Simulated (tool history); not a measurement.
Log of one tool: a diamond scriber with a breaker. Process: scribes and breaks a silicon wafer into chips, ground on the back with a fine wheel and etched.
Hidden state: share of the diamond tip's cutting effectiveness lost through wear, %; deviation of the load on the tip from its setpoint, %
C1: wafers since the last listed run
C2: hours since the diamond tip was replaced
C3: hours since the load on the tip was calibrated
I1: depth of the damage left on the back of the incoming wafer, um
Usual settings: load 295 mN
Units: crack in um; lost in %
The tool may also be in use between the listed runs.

{"run": 1, "hour": 0.0, "load": 295, "C1": 0, "C2": 111.2, "C3": 138.5, "I1": 0.51, "crack": 11.72, "lost": 1.64}
{"run": 2, "hour": 34.4, "load": 315, "C1": 89, "C2": 145.6, "C3": 172.9, "I1": 0.43, "crack": 12.36, "lost": 2.01}
{"run": 3, "hour": 67.2, "load": 228, "C1": 85, "C2": 178.4, "C3": 205.7, "I1": 0.59, "crack": 10.05, "lost": 8.44}
{"run": 4, "hour": 90.6, "load": 228, "C1": 61, "C2": 201.8, "C3": 229.1, "I1": 0.41, "crack": 9.77, "lost": 7.74}
{"run": 5, "hour": 167.7, "load": 295, "C1": 201, "C2": 278.9, "C3": 306.2, "I1": 0.51, "crack": 12.04, "lost": 1.59}
{"run": 6, "hour": 195.5, "load": 295, "C1": 72, "C2": 306.7, "C3": 334, "I1": 0.55, "crack": 12.06, "lost": 1.66}
{"run": 7, "hour": 222.7, "load": 295, "C1": 71, "C2": 333.9, "C3": 361.2, "I1": 0.57, "crack": 11.74, "lost": 1.63}
{"run": 8, "hour": 246.3, "load": 233, "C1": 61, "C2": 357.5, "C3": 384.8, "I1": 0.37, "crack": 10.2, "lost": 7.45}
{"run": 9, "hour": 261.7, "load": 233, "C1": 40, "C2": 372.9, "C3": 400.2, "I1": 0.68, "crack": 10.14, "lost": 7.07}
{"run": 10, "hour": 289.3, "load": 295, "C1": 72, "C2": 400.5, "C3": 427.8, "I1": 0.41, "crack": 12.01, "lost": 1.56}
{"run": 11, "hour": 321.6, "load": 252, "C1": 84, "C2": 432.8, "C3": 460.1, "I1": 0.46, "crack": 10.57, "lost": 4.14}
{"run": 12, "hour": 342.0, "load": 252, "C1": 53, "C2": 453.2, "C3": 480.5, "I1": 0.43, "crack": 10.72, "lost": 4.33}
{"hour": 351.6, "done": "diamond tip replaced by a new one"}
{"run": 13, "hour": 366.6, "load": 252, "C1": 59, "C2": 15, "C3": 505.1, "I1": 0.4, "crack": 10.86, "lost": 4.18}
{"run": 14, "hour": 383.7, "load": 295, "C1": 44, "C2": 32.1, "C3": 522.2, "I1": 0.38, "crack": 11.94, "lost": 1.64}
{"run": 15, "hour": 398.6, "load": 340, "C1": 38, "C2": 47, "C3": 537.1, "I1": 0.49, "crack": 12.86, "lost": 4.06}
{"run": 16, "hour": 419.6, "load": 251, "C1": 54, "C2": 68, "C3": 558.1, "I1": 0.67, "crack": 10.89, "lost": 4.52}
{"run": 17, "hour": 435.3, "load": 295, "C1": 40, "C2": 83.7, "C3": 573.8, "I1": 0.8, "crack": 11.66, "lost": 1.55}
{"run": 18, "hour": 453.3, "load": 295, "C1": 46, "C2": 101.7, "C3": 591.8, "I1": 0.78, "crack": 11.88, "lost": 1.69}
{"hour": 464.7, "done": "load on the tip recalibrated"}
{"run": 19, "hour": 488.0, "load": 295, "C1": 85, "C2": 136.4, "C3": 23.3, "I1": 0.75, "crack": 11.78, "lost": 1.65}
{"run": 20, "hour": 523.5, "load": 295, "C1": 92, "C2": 171.9, "C3": 58.8, "I1": 0.37, "crack": 11.89, "lost": 1.65}
{"run": 21, "hour": 587.5, "load": 295, "C1": 167, "C2": 235.9, "C3": 122.8, "I1": 0.55, "crack": 11.86, "lost": 1.69}
{"run": 22, "hour": 612.3, "load": 295, "C1": 64, "C2": 260.7, "C3": 147.6, "I1": 0.72, "crack": 11.77, "lost": 1.6}
{"run": 23, "hour": 630.2, "load": 252, "C1": 46, "C2": 278.6, "C3": 165.5, "I1": 0.62, "crack": 10.74, "lost": 4.24}
{"run": 24, "hour": 649.7, "load": 262, "C1": 50, "C2": 298.1, "C3": 185, "I1": 0.33, "crack": 10.89, "lost": 3.07}
{"run": 25, "hour": 681.1, "load": 341, "C1": 81, "C2": 329.5, "C3": 216.4, "I1": 0.54, "crack": 12.89, "lost": 4.01}
{"run": 26, "hour": 705.9, "load": 295, "C1": 64, "C2": 354.3, "C3": 241.2, "I1": 0.74, "crack": 11.72, "lost": 1.61}
{"run": 27, "hour": 729.9, "load": 330, "C1": 62, "C2": 378.3, "C3": 265.2, "I1": 0.61, "crack": 12.94, "lost": 3.09}
{"run": 28, "hour": 742.0, "load": 322, "C1": 31, "C2": 390.4, "C3": 277.3, "I1": 0.79, "crack": 12.4, "lost": 2.44}
{"run": 29, "hour": 775.3, "load": 364, "C1": 86, "C2": 423.7, "C3": 310.6, "I1": 0.37, "crack": 13.35, "lost": 6.32}
{"run": 30, "hour": 792.4, "load": 331, "C1": 44, "C2": 440.8, "C3": 327.7, "I1": 0.34, "crack": 12.45, "lost": 3.11}
{"hour": 806.7, "done": "diamond tip replaced by a new one"}
{"run": 31, "hour": 872.0, "load": 269, "C1": 202, "C2": 65.3, "C3": 407.3, "I1": 0.75, "crack": 11.25, "lost": 2.53}
{"run": 32, "hour": 914.2, "load": 230, "C1": 110, "C2": 107.5, "C3": 449.5, "I1": 0.48, "crack": 10.15, "lost": 7.49}
{"run": 33, "hour": 945.3, "load": 237, "C1": 81, "C2": 138.6, "C3": 480.6, "I1": 0.65, "crack": 10.61, "lost": 6.51}
{"run": 34, "hour": 969.7, "load": 228, "C1": 63, "C2": 163, "C3": 505, "I1": 0.53, "crack": 10.3, "lost": 8.01}
{"run": 35, "hour": 990.3, "load": 241, "C1": 53, "C2": 183.6, "C3": 525.6, "I1": 0.39, "crack": 10.41, "lost": 5.83}
{"hour": 998.2, "done": "load on the tip recalibrated"}
{"run": 36, "hour": 1011.7, "load": 295, "C1": 50, "C2": 205, "C3": 13.5, "I1": 0.61, "crack": 11.89, "lost": 1.75}
{"run": 37, "hour": 1044.3, "load": 268, "C1": 85, "C2": 237.6, "C3": 46.1, "I1": 0.55, "crack": 11.3, "lost": 2.58}
{"run": 38, "hour": 1061.3, "load": 333, "C1": 44, "C2": 254.6, "C3": 63.1, "I1": 0.78, "crack": 12.39, "lost": 3.2}
{"run": 39, "hour": 1077.5, "load": 247, "C1": 42, "C2": 270.8, "C3": 79.3, "I1": 0.43, "crack": 10.59, "lost": 5.03}
{"run": 40, "hour": 1112.9, "load": 354, "C1": 92, "C2": 306.2, "C3": 114.7, "I1": 0.72, "crack": 13.27, "lost": 5.25}
{"run": 41, "hour": 1132.8, "load": 295, "C1": 51, "C2": 326.1, "C3": 134.6, "I1": 0.49, "crack": 11.94, "lost": 1.69}

The tool's hidden state at each run:
share of the diamond tip's cutting effectiveness lost through wear, %: 0 in every run
deviation of the load on the tip from its setpoint, %: 0 in every run

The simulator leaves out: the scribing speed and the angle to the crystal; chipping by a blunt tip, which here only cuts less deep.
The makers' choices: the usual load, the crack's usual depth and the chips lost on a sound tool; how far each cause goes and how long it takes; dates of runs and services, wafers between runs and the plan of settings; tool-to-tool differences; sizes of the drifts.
